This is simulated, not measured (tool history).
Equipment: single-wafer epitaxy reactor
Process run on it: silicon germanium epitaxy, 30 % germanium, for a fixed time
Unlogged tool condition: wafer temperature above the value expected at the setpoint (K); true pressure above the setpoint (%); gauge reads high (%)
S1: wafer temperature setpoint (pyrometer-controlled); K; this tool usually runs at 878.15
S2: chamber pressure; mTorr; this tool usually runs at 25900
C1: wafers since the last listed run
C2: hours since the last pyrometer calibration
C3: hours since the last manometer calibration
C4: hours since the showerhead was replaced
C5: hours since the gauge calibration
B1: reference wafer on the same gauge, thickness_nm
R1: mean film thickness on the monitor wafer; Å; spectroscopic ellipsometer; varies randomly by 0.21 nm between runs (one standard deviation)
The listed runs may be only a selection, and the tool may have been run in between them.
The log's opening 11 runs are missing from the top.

run   hour      S1     S2   C1      C2     C3      C4     C5      B1      R1
 12  154.8  878.15  25900  197  3214.5   10.3  4142.9    595  83.204  670.57
 13  161.2  878.15  28100  128  3220.9   16.7  4149.3  601.4  83.331  694.68
 14  175.3  878.15  25900  283    3235   30.8  4163.4  615.5   83.33  674.53
 15    183  878.15  31000  154  3242.7   38.5  4171.1  623.2  83.294  716.09
 16  199.4  863.15  27600  329  3259.1   54.9  4187.5  639.6  83.311  498.26
     213.5  -- showerhead replaced
 17    214  886.15  19900  132  3273.7   69.5     0.5  654.2  83.268  736.25
     216.1  -- gauge calibrated
 18    231  878.15  25900  341  3290.7   86.5    17.5   14.9  83.291  673.19
 19  237.3  871.15  29300  126    3297   92.8    23.8   21.2  83.319  603.18
 20    254  893.15  22200  335  3313.7  109.5    40.5   37.9  83.328  871.78
 21  267.7  878.15  27900  275  3327.4  123.2    54.2   51.6   83.29  685.91
 22  277.9  883.15  32200  205  3337.6  133.4    64.4   61.8  83.408  802.11
 23  292.4  886.15  25900  291  3352.1  147.9    78.9   76.3  83.394  796.52
     309.7  -- pyrometer calibrated
 24  310.2  874.15  22500  197     0.5  165.7    96.7   94.1  83.262  682.66
 25  316.9  878.15  25900  134     7.2  172.4   103.4  100.8  83.316  774.18

Run 26 has not been measured yet. What should we expect?
 26  332.5  878.15  20900  313  22.8  188  119  116.4   ?   ?

{"run 26": {"B1": 83.31, "R1": 721.6}}
Minus the tool's unlogged condition, the same run would have read R1 715.71 Å.
